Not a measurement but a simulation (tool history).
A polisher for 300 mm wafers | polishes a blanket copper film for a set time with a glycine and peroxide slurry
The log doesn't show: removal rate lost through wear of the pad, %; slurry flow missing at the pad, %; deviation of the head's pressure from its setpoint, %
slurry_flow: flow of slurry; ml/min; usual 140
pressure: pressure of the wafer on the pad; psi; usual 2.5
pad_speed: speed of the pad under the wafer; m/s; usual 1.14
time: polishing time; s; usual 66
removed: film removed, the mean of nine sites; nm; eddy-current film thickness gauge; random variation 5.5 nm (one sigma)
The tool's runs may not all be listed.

run,hour,slurry_flow,pressure,pad_speed,time,wafers since the last listed run,wafers polished on this pad,hours since the slurry nozzle was cleaned,hours since the head pressure was calibrated,"incoming thickness of the incoming film, nm",removed
1,0,140,2.5,1.14,66,0,324,10.6,212.8,1741.9,393.4
2,13,120,2.5,1.14,66,106,430,23.6,225.8,1783.9,375.1
3,26.8,120,2.5,1.14,66,113,543,37.4,239.6,1741,370
# hour 50.1: worn pad replaced by a new one
4,50.6,120,2.5,1.14,66,162,3,61.2,263.4,1789.6,380.7
5,72.4,140,2.5,1.14,66,178,182,83,285.2,1760.7,377.7
6,101,140,2.5,1.14,66,234,416,111.6,313.8,1762.4,371.2
7,134.7,140,2.5,1.14,66,276,692,145.3,347.5,1763.6,365.4
# hour 157: worn pad replaced by a new one
8,158.8,140,2.5,1.14,66,164,14,169.4,371.6,1755.5,373.8
9,181.3,140,2.5,1.14,66,184,198,191.9,394.1,1759,361.1
10,216.1,140,2.5,1.14,66,285,483,226.7,428.9,1733.3,359.5
# hour 254.1: worn pad replaced by a new one
11,254.6,140,2.5,1.28,66,282,4,265.2,467.4,1772.3,387.2
12,280.9,165,2.5,1.14,73,215,219,291.5,493.7,1754.5,416.5
13,307,115,2.8,0.9,66,213,433,317.6,519.8,1752.7,319.6
14,330.7,155,2.2,1.14,60,194,627,341.3,543.5,1755.3,298.3
# hour 335.5: head pressure recalibrated
15,348,180,2.5,0.82,86,125,752,358.6,12.5,1753.7,384.1
# hour 361.7: worn pad replaced by a new one
16,362.2,140,2.5,1.14,77,83,4,372.8,26.7,1739.5,395.7
17,375.3,175,2.5,0.94,66,107,111,385.9,39.8,1759.9,325
# hour 389.8: slurry nozzle cleaned
18,390.3,140,2.5,1.14,79,114,226,0.5,54.8,1757,454
19,416.3,115,2.2,0.88,86,213,439,26.5,80.8,1770.1,374.3
20,434.5,140,2.5,1.14,66,149,588,44.7,99,1776.9,376.1
21,460.6,140,2.5,1.14,66,213,802,70.8,125.1,1775,370.7
# hour 475.5: worn pad replaced by a new one
22,477.7,140,2.5,1.14,66,107,17,87.9,142.2,1784.8,377.6
23,502.3,180,3.4,0.92,84,201,219,112.5,166.8,1798.7,563.6

Hidden state at the last listed run before each entry between runs and at the first one after, where it differs:
Between runs 3 and 4: worn pad replaced by a new one (hour 50.1)
  slurry flow missing at the pad, %: 4.12 -> 6.37
  measured less the result without the state, removed: -3.8 -> -6.2 nm
Between runs 7 and 8: worn pad replaced by a new one (hour 157)
  slurry flow missing at the pad, %: 14.3 -> 16.6
  measured less the result without the state, removed: -12.7 -> -15.5 nm
Between runs 10 and 11: worn pad replaced by a new one (hour 254.1)
  slurry flow missing at the pad, %: 22 -> 25.6
  measured less the result without the state, removed: -21.5 -> -28.5 nm
Between runs 14 and 15: head pressure recalibrated (hour 335.5)
  slurry flow missing at the pad, %: 32.8 -> 34.4
  measured less the result without the state, removed: -28.7 -> -34.3 nm
Between runs 15 and 16: worn pad replaced by a new one (hour 361.7)
  slurry flow missing at the pad, %: 34.4 -> 35.8
  measured less the result without the state, removed: -34.3 -> -48.7 nm
Between runs 17 and 18: slurry nozzle cleaned (hour 389.8)
  slurry flow missing at the pad, %: 37 -> 6.09
  measured less the result without the state, removed: -33.7 -> -6 nm
Between runs 21 and 22: worn pad replaced by a new one (hour 475.5)
  slurry flow missing at the pad, %: 12.7 -> 14.3
  measured less the result without the state, removed: -11.1 -> -13.2 nm

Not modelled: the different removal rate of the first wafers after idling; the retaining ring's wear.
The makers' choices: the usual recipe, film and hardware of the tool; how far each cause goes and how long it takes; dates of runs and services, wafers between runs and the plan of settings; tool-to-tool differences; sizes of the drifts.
